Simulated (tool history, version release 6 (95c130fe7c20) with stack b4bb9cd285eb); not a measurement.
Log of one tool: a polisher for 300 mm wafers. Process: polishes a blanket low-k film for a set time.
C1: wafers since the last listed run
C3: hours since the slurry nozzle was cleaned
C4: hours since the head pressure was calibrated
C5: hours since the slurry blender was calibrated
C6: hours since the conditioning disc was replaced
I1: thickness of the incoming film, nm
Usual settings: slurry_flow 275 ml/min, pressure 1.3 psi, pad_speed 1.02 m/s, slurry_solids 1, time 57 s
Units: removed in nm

{"run": 1, "hour": 0.0, "slurry_flow": 275, "pressure": 1.7, "pad_speed": 1.02, "slurry_solids": 1, "time": 57, "C1": 0, "wafers polished on this pad": 448, "C3": 861.5, "C4": 135.8, "C5": 227.5, "C6": 41.9, "I1": 540, "removed": 25.2}
{"run": 2, "hour": 66.8, "slurry_flow": 275, "pressure": 1.3, "pad_speed": 1.02, "slurry_solids": 1, "time": 57, "C1": 739, "wafers polished on this pad": 1188, "C3": 928.3, "C4": 202.6, "C5": 294.3, "C6": 108.7, "I1": 539.7, "removed": 18.8}
{"hour": 75.8, "done": "slurry nozzle cleaned"}
{"run": 3, "hour": 104.5, "slurry_flow": 275, "pressure": 1.3, "pad_speed": 1.02, "slurry_solids": 1, "time": 57, "C1": 406, "wafers polished on this pad": 1595, "C3": 28.7, "C4": 240.3, "C5": 332, "C6": 146.4, "I1": 545.2, "removed": 18.8}
{"hour": 107.0, "done": "slurry blender recalibrated"}
{"run": 4, "hour": 153.1, "slurry_flow": 275, "pressure": 1.3, "pad_speed": 1.02, "slurry_solids": 1, "time": 57, "C1": 516, "wafers polished on this pad": 2111, "C3": 77.3, "C4": 288.9, "C5": 46.1, "C6": 195, "I1": 542.3, "removed": 18.5}
{"run": 5, "hour": 248.5, "slurry_flow": 275, "pressure": 1.3, "pad_speed": 1.02, "slurry_solids": 1, "time": 57, "C1": 1056, "wafers polished on this pad": 3167, "C3": 172.7, "C4": 384.3, "C5": 141.5, "C6": 290.4, "I1": 531.2, "removed": 17.5}
{"hour": 307.2, "done": "conditioning disc replaced and pad reconditioned"}
{"hour": 314.4, "done": "worn pad replaced by a new one"}
{"run": 6, "hour": 333.9, "slurry_flow": 275, "pressure": 1.3, "pad_speed": 1.02, "slurry_solids": 1, "time": 57, "C1": 879, "wafers polished on this pad": 216, "C3": 258.1, "C4": 469.7, "C5": 226.9, "C6": 26.7, "I1": 546.1, "removed": 17.9}
{"run": 7, "hour": 441.7, "slurry_flow": 275, "pressure": 1.3, "pad_speed": 1.02, "slurry_solids": 1, "time": 57, "C1": 1193, "wafers polished on this pad": 1410, "C3": 365.9, "C4": 577.5, "C5": 334.7, "C6": 134.5, "I1": 542.5, "removed": 17.4}
{"run": 8, "hour": 481.3, "slurry_flow": 275, "pressure": 1.3, "pad_speed": 1.02, "slurry_solids": 1, "time": 57, "C1": 438, "wafers polished on this pad": 1848, "C3": 405.5, "C4": 617.1, "C5": 374.3, "C6": 174.1, "I1": 536, "removed": 17.4}
{"hour": 498.2, "done": "slurry blender recalibrated"}
{"run": 9, "hour": 522.2, "slurry_flow": 275, "pressure": 1, "pad_speed": 1.02, "slurry_solids": 1, "time": 57, "C1": 430, "wafers polished on this pad": 2279, "C3": 446.4, "C4": 658, "C5": 24, "C6": 215, "I1": 533.4, "removed": 13.2}
{"hour": 555.2, "done": "head pressure recalibrated"}
{"run": 10, "hour": 590.0, "slurry_flow": 275, "pressure": 1.3, "pad_speed": 1.02, "slurry_solids": 1, "time": 57, "C1": 728, "wafers polished on this pad": 3008, "C3": 514.2, "C4": 34.8, "C5": 91.8, "C6": 282.8, "I1": 536.1, "removed": 19.4}
{"hour": 619.3, "done": "worn pad replaced by a new one"}
{"run": 11, "hour": 627.8, "slurry_flow": 275, "pressure": 1.3, "pad_speed": 1.02, "slurry_solids": 1, "time": 57, "C1": 374, "wafers polished on this pad": 94, "C3": 552, "C4": 72.6, "C5": 129.6, "C6": 320.6, "I1": 540.4, "removed": 19.6}
{"hour": 657.2, "done": "conditioning disc replaced and pad reconditioned"}
{"run": 12, "hour": 724.3, "slurry_flow": 275, "pressure": 0.9, "pad_speed": 1.02, "slurry_solids": 1, "time": 57, "C1": 1046, "wafers polished on this pad": 1140, "C3": 648.5, "C4": 169.1, "C5": 226.1, "C6": 67.1, "I1": 533.3, "removed": 13.1}
{"run": 13, "hour": 826.5, "slurry_flow": 275, "pressure": 1.1, "pad_speed": 1.02, "slurry_solids": 1, "time": 57, "C1": 1131, "wafers polished on this pad": 2272, "C3": 750.7, "C4": 271.3, "C5": 328.3, "C6": 169.3, "I1": 537.5, "removed": 16.1}
{"hour": 870.9, "done": "slurry nozzle cleaned"}
{"hour": 871.9, "done": "slurry blender recalibrated"}
{"run": 14, "hour": 920.3, "slurry_flow": 275, "pressure": 1.3, "pad_speed": 1.02, "slurry_solids": 1, "time": 57, "C1": 1016, "wafers polished on this pad": 3288, "C3": 49.4, "C4": 365.1, "C5": 48.4, "C6": 263.1, "I1": 540.1, "removed": 18.6}
{"hour": 984.5, "done": "conditioning disc replaced and pad reconditioned"}
{"hour": 1006.7, "done": "worn pad replaced by a new one"}
{"run": 15, "hour": 1010.8, "slurry_flow": 275, "pressure": 1.6, "pad_speed": 1.02, "slurry_solids": 1, "time": 57, "C1": 935, "wafers polished on this pad": 45, "C3": 139.9, "C4": 455.6, "C5": 138.9, "C6": 26.3, "I1": 540.7, "removed": 22.3}
{"run": 16, "hour": 1072.6, "slurry_flow": 275, "pressure": 1.3, "pad_speed": 1.24, "slurry_solids": 1, "time": 57, "C1": 684, "wafers polished on this pad": 729, "C3": 201.7, "C4": 517.4, "C5": 200.7, "C6": 88.1, "I1": 542.2, "removed": 20.1}
{"run": 17, "hour": 1177.9, "slurry_flow": 190, "pressure": 1.6, "pad_speed": 1.02, "slurry_solids": 1.2, "time": 57, "C1": 1166, "wafers polished on this pad": 1895, "C3": 307, "C4": 622.7, "C5": 306, "C6": 193.4, "I1": 541.3, "removed": 22.4}
{"hour": 1192.7, "done": "head pressure recalibrated"}
{"hour": 1221.9, "done": "slurry blender recalibrated"}
{"run": 18, "hour": 1251.4, "slurry_flow": 275, "pressure": 1.3, "pad_speed": 1.02, "slurry_solids": 1, "time": 57, "C1": 769, "wafers polished on this pad": 2665, "C3": 380.5, "C4": 58.7, "C5": 29.5, "C6": 266.9, "I1": 531.5, "removed": 19.4}
{"hour": 1330.0, "done": "conditioning disc replaced and pad reconditioned"}
{"hour": 1385.8, "done": "worn pad replaced by a new one"}
{"run": 19, "hour": 1500.5, "slurry_flow": 275, "pressure": 1.3, "pad_speed": 1.02, "slurry_solids": 1, "time": 57, "C1": 2692, "wafers polished on this pad": 1270, "C3": 629.6, "C4": 307.8, "C5": 278.6, "C6": 170.5, "I1": 546.8, "removed": 18.6}
{"run": 20, "hour": 1583.8, "slurry_flow": 275, "pressure": 1.5, "pad_speed": 0.86, "slurry_solids": 1, "time": 57, "C1": 922, "wafers polished on this pad": 2192, "C3": 712.9, "C4": 391.1, "C5": 361.9, "C6": 253.8, "I1": 538.8, "removed": 19.1}
{"run": 21, "hour": 1622.8, "slurry_flow": 275, "pressure": 1.5, "pad_speed": 0.86, "slurry_solids": 1, "time": 57, "C1": 431, "wafers polished on this pad": 2624, "C3": 751.9, "C4": 430.1, "C5": 400.9, "C6": 292.8, "I1": 542.1, "removed": 18.7}
{"hour": 1640.0, "done": "slurry blender recalibrated"}
{"hour": 1649.6, "done": "conditioning disc replaced and pad reconditioned"}
{"hour": 1678.8, "done": "worn pad replaced by a new one"}
{"hour": 1690.2, "done": "slurry nozzle cleaned"}
{"run": 22, "hour": 1701.5, "slurry_flow": 220, "pressure": 1.3, "pad_speed": 1.02, "slurry_solids": 1, "time": 57, "C1": 771, "wafers polished on this pad": 240, "C3": 11.3, "C4": 508.8, "C5": 61.5, "C6": 51.9, "I1": 537.6, "removed": 17.6}

3 ways to go on from here, each from the tool as it stands after run 22. What would each give?
{"run": "A", "hour": 1701.9, "slurry_flow": 275, "pressure": 1.3, "pad_speed": 0.82, "slurry_solids": 1, "time": 57, "C1": 4, "wafers polished on this pad": 244, "C3": 11.7, "C4": 509.2, "C5": 61.9, "C6": 52.3, "I1": 539.1, "removed": "?"}
{"run": "B", "hour": 1701.9, "slurry_flow": 275, "pressure": 0.9, "pad_speed": 1.02, "slurry_solids": 0.75, "time": 63, "C1": 4, "wafers polished on this pad": 244, "C3": 11.7, "C4": 509.2, "C5": 61.9, "C6": 52.3, "I1": 539.1, "removed": "?"}
{"run": "C", "hour": 1701.9, "slurry_flow": 200, "pressure": 1.4, "pad_speed": 1.02, "slurry_solids": 1, "time": 57, "C1": 4, "wafers polished on this pad": 244, "C3": 11.7, "C4": 509.2, "C5": 61.9, "C6": 52.3, "I1": 539.1, "removed": "?"}

run=A removed=15.9
run=B removed=11.8
run=C removed=18.8
Without the tool's hidden state the same runs would have given:
run=A removed=16.9
run=B removed=12.5
run=C removed=20.1

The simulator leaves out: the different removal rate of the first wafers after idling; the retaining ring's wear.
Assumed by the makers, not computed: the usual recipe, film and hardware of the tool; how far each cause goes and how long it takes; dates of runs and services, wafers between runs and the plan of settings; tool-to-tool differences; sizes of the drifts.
